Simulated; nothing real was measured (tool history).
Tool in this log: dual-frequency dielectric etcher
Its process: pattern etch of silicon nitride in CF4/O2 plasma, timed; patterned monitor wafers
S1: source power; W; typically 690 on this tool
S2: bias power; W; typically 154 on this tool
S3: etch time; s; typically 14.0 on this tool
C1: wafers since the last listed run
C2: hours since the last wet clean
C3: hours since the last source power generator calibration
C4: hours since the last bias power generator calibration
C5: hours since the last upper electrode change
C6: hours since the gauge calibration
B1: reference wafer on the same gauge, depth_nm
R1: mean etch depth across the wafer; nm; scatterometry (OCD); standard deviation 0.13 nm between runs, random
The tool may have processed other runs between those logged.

run    hour   S1   S2    S3    C1     C2      C3      C4      C5      C6     B1     R1
  1     0.0  620  154  14.0     0  466.8  1439.4  2207.5  1145.8    25.5  34.26  33.97
       66.3  -- wet clean of the chamber
  2    94.2  640  154  14.0  1547   27.9  1533.6  2301.7  1240.0   119.7  34.19  34.82
  3   130.7  640  154  14.0   804   64.4  1570.1  2338.2  1276.5   156.2  34.26  34.92
  4   233.1  690  154  14.0  2257  166.8  1672.5  2440.6  1378.9   258.6  34.17  37.38
  5   334.7  690  154  14.0  2240  268.4  1774.1  2542.2  1480.5   360.2  34.24  37.59
  6   400.8  690  131  17.0  1457  334.5  1840.2  2608.3  1546.6   426.3  34.19  43.44
      610.7  -- wet clean of the chamber
      683.5  -- upper electrode replaced
  7   713.6  690  131  17.0  5838  102.9  2153.0  2921.1    30.1   739.1  34.18  43.46
  8   794.8  690  154  14.0  1790  184.1  2234.2  3002.3   111.3   820.3  34.19  37.41
  9   854.0  690  154  14.0  1305  243.3  2293.4  3061.5   170.5   879.5  34.22  37.63
 10   960.1  780  154  14.0  2339  349.4  2399.5  3167.6   276.6   985.6  34.26  41.86
 11  1054.0  840  123  14.0  2070  443.3  2493.4  3261.5   370.5  1079.5  34.23  41.88
     1110.2  -- wet clean of the chamber
 12  1154.3  690  170  17.5  1682   44.1  2593.7  3361.8   470.8  1179.8  34.23  48.20
 13  1242.5  690  154  14.0  1944  132.3  2681.9  3450.0   559.0  1268.0  34.15  37.70
 14  1341.6  800  154  14.0  2184  231.4  2781.0  3549.1   658.1  1367.1  34.21  42.72
     1346.3  -- source power generator calibrated
     1386.9  -- gauge calibrated
 15  1432.4  690  154  14.0  1913  322.2    86.1  3639.9   748.9    45.5  34.18  37.44
     1465.1  -- bias power generator calibrated
 16  1488.5  530  120  15.0  1148  378.3   142.2    23.4   805.0   101.6  34.22  29.52
 17  1557.0  550  173  15.5  1510  446.8   210.7    91.9   873.5   170.1  34.29  35.40
     1607.2  -- wet clean of the chamber
 18  1609.8  820  136  17.5   634    2.6   263.5   144.7   926.3   222.9  34.25  52.72
 19  1708.0  690  139  12.5  2165  100.8   361.7   242.9  1024.5   321.1  34.19  32.75
 20  1810.9  690  154  14.0  2268  203.7   464.6   345.8  1127.4   424.0  34.19  37.19
 21  1866.8  780  171  14.0  1232  259.6   520.5   401.7  1183.3   479.9  34.25  43.18

What if the next run were any one of these 3? Each begins from the tool's condition after run 21:
  A  1867.2  690  154  14.0   8  260.0  520.9  402.1  1183.7  480.3   ?   ?
  B  1867.2  560  124  17.0   8  260.0  520.9  402.1  1183.7  480.3   ?   ?
  C  1867.2  690  131  14.0   8  260.0  520.9  402.1  1183.7  480.3   ?   ?

run     B1     R1
  A  34.25  37.28
  B  34.25  35.29
  C  34.25  35.60
Take away the tool's hidden state, keep each run's random variation, and the runs would have read:
run     R1
  A  37.28
  B  35.29
  C  35.60
